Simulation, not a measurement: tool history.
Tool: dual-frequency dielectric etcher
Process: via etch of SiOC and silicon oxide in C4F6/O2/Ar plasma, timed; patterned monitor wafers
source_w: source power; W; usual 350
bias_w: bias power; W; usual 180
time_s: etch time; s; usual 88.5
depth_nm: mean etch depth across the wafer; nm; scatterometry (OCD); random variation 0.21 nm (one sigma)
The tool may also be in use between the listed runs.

run   hour  source_w  bias_w  time_s  read-back reference wafer on the same gauge, depth_nm  depth_nm
  1      0       350     180    88.5                                                  102.8      90.8
  2   10.8       350     180    88.5                                                  102.8      90.7
  3   18.2       350     180    88.5                                                  102.8      90.6
      42.4  -- bias power generator calibrated
      45.6  -- wet clean of the chamber
  4   46.1       350     180    88.5                                                  102.8      87.1
  5   46.5       350     180    88.5                                                  102.8      86.8
  6   48.1       350     180    88.5                                                  102.8      86.5
      54.1  -- source power generator calibrated
  7   58.3       350     180    88.5                                                  102.8      86.8
  8   65.3       350     195      71                                                  102.8      70.8
      70.1  -- gauge calibrated
  9   72.8       350     180    88.5                                                  102.7      86.6
     106.7  -- upper electrode replaced
 10  107.2       350     180    88.5                                                  102.7      87.1
 11  107.6       270     199   114.5                                                  102.8       104
 12  111.8       350     163    88.5                                                  102.8      85.6
 13  128.7       350     180     104                                                  102.8     102.8
 14  136.4       410     212    97.5                                                  102.8     105.4

Forecast each of these 4 alternatives for the next run:
  A  136.8       350     180    88.5                                                      ?         ?
  B  136.8       400     180   108.5                                                      ?         ?
  C  136.8       350     180      68                                                      ?         ?
  D  136.8       350     180   114.5                                                      ?         ?

run  read-back reference wafer on the same gauge, depth_nm  depth_nm
  A                                                  102.8        87
  B                                                  102.8     112.2
  C                                                  102.8      66.9
  D                                                  102.8     112.6
Without the tool's hidden state the same runs would have given:
run  depth_nm
  A      85.7
  B     110.5
  C      65.9
  D     110.9

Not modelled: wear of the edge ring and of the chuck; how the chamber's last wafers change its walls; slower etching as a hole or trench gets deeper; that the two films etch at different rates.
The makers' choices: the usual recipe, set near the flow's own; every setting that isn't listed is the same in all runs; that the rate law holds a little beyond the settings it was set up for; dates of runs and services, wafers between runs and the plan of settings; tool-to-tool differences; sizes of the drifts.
